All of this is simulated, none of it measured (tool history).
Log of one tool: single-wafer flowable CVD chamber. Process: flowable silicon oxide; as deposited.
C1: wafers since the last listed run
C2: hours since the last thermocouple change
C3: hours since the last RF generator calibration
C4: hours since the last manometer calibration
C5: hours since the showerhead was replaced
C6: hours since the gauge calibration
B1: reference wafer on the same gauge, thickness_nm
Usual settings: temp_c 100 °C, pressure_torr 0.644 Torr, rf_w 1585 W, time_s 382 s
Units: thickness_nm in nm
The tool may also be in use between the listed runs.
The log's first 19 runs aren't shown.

{"run": 20, "day": 11.862, "temp_c": 108, "pressure_torr": 0.586, "rf_w": 1585, "time_s": 382, "C1": 95, "C2": 297.5, "C3": 167.4, "C4": 265.7, "C5": 80.4, "C6": 133.3, "B1": 156.904, "thickness_nm": 119.988}
{"run": 21, "day": 12.133, "temp_c": 87, "pressure_torr": 0.774, "rf_w": 1585, "time_s": 347, "C1": 35, "C2": 304, "C3": 173.9, "C4": 272.2, "C5": 86.9, "C6": 139.8, "B1": 157.089, "thickness_nm": 264.907}
{"run": 22, "day": 12.65, "temp_c": 89, "pressure_torr": 0.644, "rf_w": 1585, "time_s": 382, "C1": 67, "C2": 316.4, "C3": 186.3, "C4": 284.6, "C5": 99.3, "C6": 152.2, "B1": 157.005, "thickness_nm": 230.133}
{"run": 23, "day": 13.0, "temp_c": 106, "pressure_torr": 0.7, "rf_w": 1840, "time_s": 354, "C1": 46, "C2": 324.8, "C3": 194.7, "C4": 293, "C5": 107.7, "C6": 160.6, "B1": 156.978, "thickness_nm": 146.117}
{"run": 24, "day": 13.321, "temp_c": 100, "pressure_torr": 0.644, "rf_w": 1585, "time_s": 382, "C1": 42, "C2": 332.5, "C3": 202.4, "C4": 300.7, "C5": 115.4, "C6": 168.3, "B1": 157.034, "thickness_nm": 167.36}
{"run": 25, "day": 13.796, "temp_c": 100, "pressure_torr": 0.644, "rf_w": 1470, "time_s": 405, "C1": 62, "C2": 343.9, "C3": 213.8, "C4": 312.1, "C5": 126.8, "C6": 179.7, "B1": 157.018, "thickness_nm": 172.816}
{"run": 26, "day": 14.196, "temp_c": 90, "pressure_torr": 0.558, "rf_w": 1585, "time_s": 427, "C1": 52, "C2": 353.5, "C3": 223.4, "C4": 321.7, "C5": 136.4, "C6": 189.3, "B1": 156.902, "thickness_nm": 216.242}
{"run": 27, "day": 14.892, "temp_c": 100, "pressure_torr": 0.644, "rf_w": 1865, "time_s": 382, "C1": 91, "C2": 370.2, "C3": 240.1, "C4": 338.4, "C5": 153.1, "C6": 206, "B1": 157.126, "thickness_nm": 173.654}
{"run": 28, "day": 15.296, "temp_c": 100, "pressure_torr": 0.644, "rf_w": 1585, "time_s": 454, "C1": 53, "C2": 379.9, "C3": 249.8, "C4": 348.1, "C5": 162.8, "C6": 215.7, "B1": 157.006, "thickness_nm": 198.128}
{"run": 29, "day": 15.658, "temp_c": 100, "pressure_torr": 0.644, "rf_w": 1585, "time_s": 382, "C1": 47, "C2": 388.6, "C3": 258.5, "C4": 356.8, "C5": 171.5, "C6": 224.4, "B1": 157.004, "thickness_nm": 167.444}
{"run": 30, "day": 16.196, "temp_c": 106, "pressure_torr": 0.644, "rf_w": 1585, "time_s": 382, "C1": 70, "C2": 401.5, "C3": 271.4, "C4": 369.7, "C5": 184.4, "C6": 237.3, "B1": 157.08, "thickness_nm": 139.628}

Forecast each of these 3 alternatives for the next run:
{"run": "A", "day": 16.217, "temp_c": 100, "pressure_torr": 0.644, "rf_w": 1400, "time_s": 382, "C1": 2, "C2": 402, "C3": 271.9, "C4": 370.2, "C5": 184.9, "C6": 237.8, "B1": "?", "thickness_nm": "?"}
{"run": "B", "day": 16.217, "temp_c": 100, "pressure_torr": 0.644, "rf_w": 1585, "time_s": 440, "C1": 2, "C2": 402, "C3": 271.9, "C4": 370.2, "C5": 184.9, "C6": 237.8, "B1": "?", "thickness_nm": "?"}
{"run": "C", "day": 16.217, "temp_c": 113, "pressure_torr": 0.723, "rf_w": 1585, "time_s": 382, "C1": 2, "C2": 402, "C3": 271.9, "C4": 370.2, "C5": 184.9, "C6": 237.8, "B1": "?", "thickness_nm": "?"}

run=A B1=157.055 thickness_nm=160.68
run=B B1=157.055 thickness_nm=191.859
run=C B1=157.055 thickness_nm=128.288
Without the tool's hidden state the same runs would have given:
run=A thickness_nm=160.68
run=B thickness_nm=191.859
run=C thickness_nm=128.288
